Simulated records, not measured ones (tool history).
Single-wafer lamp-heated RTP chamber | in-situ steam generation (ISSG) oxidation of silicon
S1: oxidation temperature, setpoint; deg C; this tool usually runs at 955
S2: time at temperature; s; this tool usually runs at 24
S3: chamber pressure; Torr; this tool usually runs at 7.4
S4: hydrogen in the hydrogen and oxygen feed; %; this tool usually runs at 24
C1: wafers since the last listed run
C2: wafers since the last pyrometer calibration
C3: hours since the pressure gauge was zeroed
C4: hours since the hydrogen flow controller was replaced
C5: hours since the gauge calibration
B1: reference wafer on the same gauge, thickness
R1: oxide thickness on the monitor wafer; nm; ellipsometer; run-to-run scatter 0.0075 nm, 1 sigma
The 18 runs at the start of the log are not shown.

run   hour   S1  S2   S3  S4   C1    C2     C3     C4     C5     B1     R1
 19  203.8  955  24  7.4  24  157   853   79.4   35.8  276.7  4.648  5.025
 20  217.2  955  24  7.4  24  122   975   92.8   49.2  290.1  4.649  5.005
     218.4  -- gauge calibrated
 21  223.9  938  24  6.9  24   61  1037   99.5   55.9    5.5  4.649  4.750
 22  241.9  943  24  7.4  24  164  1201  117.5   73.9   23.5  4.650  4.822
 23  255.6  968  24  7.4  24  125  1326  131.2   87.6   37.2  4.650  5.251
 24  265.9  941  24  6.9  24   94  1421  141.5   97.9   47.5  4.652  4.781
 25  273.0  941  24  8.2  24   64  1486  148.6  105.0   54.6  4.649  4.797
 26  289.5  944  32  7.4  24  150  1636  165.1  121.5   71.1  4.650  5.490
 27  296.2  955  24  7.4  24   61  1698  171.8  128.2   77.8  4.651  5.022
 28  310.5  936  21  7.4  24  130  1828  186.1  142.5   92.1  4.650  4.494
 29  328.1  944  27  6.9  24  160  1989  203.7  160.1  109.7  4.650  5.094
 30  365.3  942  24  7.4  29  340  2329  240.9  197.3  146.9  4.650  5.077
 31  382.1  955  24  7.4  28  153  2483  257.7  214.1  163.7  4.651  5.238

What if the next run were any one of these 4? Each begins from the tool's condition after run 31:
  A  382.5  955  24  7.4  24   3  2487  258.1  214.5  164.1   ?   ?
  B  382.5  955  24  7.4  20   3  2487  258.1  214.5  164.1   ?   ?
  C  382.5  941  32  7.4  24   3  2487  258.1  214.5  164.1   ?   ?
  D  382.5  970  24  7.4  27   3  2487  258.1  214.5  164.1   ?   ?

run     B1     R1
  A  4.651  5.039
  B  4.651  4.825
  C  4.651  5.454
  D  4.651  5.468
Take away the tool's hidden state, keep each run's random variation, and the runs would have read:
run     R1
  A  5.000
  B  4.788
  C  5.411
  D  5.423

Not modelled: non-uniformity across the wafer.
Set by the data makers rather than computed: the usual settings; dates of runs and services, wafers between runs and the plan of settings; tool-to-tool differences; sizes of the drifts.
